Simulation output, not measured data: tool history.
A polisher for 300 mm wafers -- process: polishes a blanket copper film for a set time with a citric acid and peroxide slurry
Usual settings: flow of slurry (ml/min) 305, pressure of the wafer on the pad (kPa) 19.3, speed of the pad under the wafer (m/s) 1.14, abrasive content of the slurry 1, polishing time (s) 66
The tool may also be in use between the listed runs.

run	hour	flow of slurry (ml/min)	pressure of the wafer on the pad (kPa)	speed of the pad under the wafer (m/s)	abrasive content of the slurry	polishing time (s)	wafers since the last listed run	wafers polished on this pad	hours since the slurry nozzle was cleaned	hours since the head pressure was calibrated	hours since the slurry blender was calibrated	incoming thickness of the incoming film, nm	film removed (angstrom)
1	0	305	19.3	1.14	1.15	66	0	5	402	476.6	104.8	912.4	1511
2	10.1	305	19.3	1.14	1.15	66	124	130	412.1	486.7	114.9	903.2	1520
3	22	305	19.3	1.14	1	66	146	276	424	498.6	126.8	918.1	1451
4	35.1	305	19.3	1.14	1	66	161	437	437.1	511.7	139.9	905.5	1460
5	43.4	305	19.3	1.14	1	66	102	539	445.4	520	148.2	923.6	1466
6	53.7	305	19.3	1.14	1	66	126	666	455.7	530.3	158.5	914.4	1446
7	69.9	305	19.3	1.14	0.95	66	199	865	471.9	546.5	174.7	914	1445
# hour 83.6: worn pad replaced by a new one
8	87.7	305	19.3	1.14	1	66	169	50	489.7	564.3	192.5	922.5	1454
9	103.2	305	19.3	1.14	1	66	190	241	505.2	579.8	208	932	1451
10	128.2	305	19.3	1.14	1	66	307	548	530.2	604.8	233	923	1455
11	147.3	305	19.3	1.14	1	66	234	783	549.3	623.9	252.1	917.8	1450
# hour 152.9: head pressure recalibrated
# hour 162.9: worn pad replaced by a new one
12	163.7	305	19.3	1.14	1	66	127	10	565.7	10.8	268.5	926.8	1444
13	173.3	305	22.1	1.5	0.85	81	118	128	575.3	20.4	278.1	917.1	2514
14	183.2	225	22.1	1.14	1	66	121	250	585.2	30.3	288	922.3	1530
15	193	305	24.8	1.14	1.1	66	120	370	595	40.1	297.8	911.1	1826
16	202.4	305	19.3	1.5	1	66	115	486	604.4	49.5	307.2	911.5	1897
# hour 208.4: slurry nozzle cleaned
# hour 213: slurry blender recalibrated
17	216.3	375	19.3	1.14	1	81	134	620	7.9	63.4	3.3	901.8	1681
18	230.6	200	13.1	1.14	1.1	78	175	796	22.2	77.7	17.6	929.2	1006
19	243.8	305	19.3	1.14	1	66	162	958	35.4	90.9	30.8	922.5	1310
# hour 251: worn pad replaced by a new one
20	251.5	305	25.5	1.28	1	79	45	6	43.1	98.6	38.5	927.5	2317
21	266.8	305	19.3	1.14	1	66	188	194	58.4	113.9	53.8	922.1	1339
22	274.1	305	19.3	0.74	1	80	89	284	65.7	121.2	61.1	923.1	1072
23	281.2	305	19.3	1.14	1	66	87	371	72.8	128.3	68.2	924	1338
24	292.8	305	19.3	0.8	1	51	142	514	84.4	139.9	79.8	931.6	730
# hour 302.7: slurry nozzle cleaned, repeated, since the last time left the tool worse
# hour 330.6: worn pad replaced by a new one
25	339.1	370	19.3	1.14	1	77	507	104	36.4	186.2	126.1	918.7	1729
26	347	355	19.3	1.14	1	66	97	201	44.3	194.1	134	917.2	1488
27	357.9	305	13.1	1.38	1	74	134	335	55.2	205	144.9	914.6	1418
28	365.8	365	19.3	1.14	0.9	66	97	432	63.1	212.9	152.8	906.8	1491
29	372.2	305	19.3	1.14	1	66	78	511	69.5	219.3	159.2	922	1503

Entry by entry between the runs, the difference in hidden state between the last listed run before and the first listed run after:
Logged between run 7 and run 8: worn pad replaced by a new one (hour 83.6)
  slurry flow missing at the pad, %: 19.4 -> 20.7
  measured result minus the result with no hidden state, film removed (angstrom): -34 -> -38
Logged between run 11 and run 12: head pressure recalibrated (hour 152.9); worn pad replaced by a new one (hour 162.9)
  slurry flow missing at the pad, %: 25.1 -> 26.4
  measured result minus the result with no hidden state, film removed (angstrom): -49 -> -52
Logged between run 16 and run 17: slurry nozzle cleaned (hour 208.4); slurry blender recalibrated (hour 213)
  slurry flow missing at the pad, %: 29.6 -> 51.4
  measured result minus the result with no hidden state, film removed (angstrom): -81 -> -159
Logged between run 19 and run 20: worn pad replaced by a new one (hour 251)
  no hidden state differs between the two runs
  measured result minus the result with no hidden state, film removed (angstrom): -155 -> -276
Logged between run 24 and run 25: slurry nozzle cleaned, repeated, since the last time left the tool worse (hour 302.7); worn pad replaced by a new one (hour 330.6)
  slurry flow missing at the pad, %: 51.9 -> 0.3
  measured result minus the result with no hidden state, film removed (angstrom): -88 -> +0
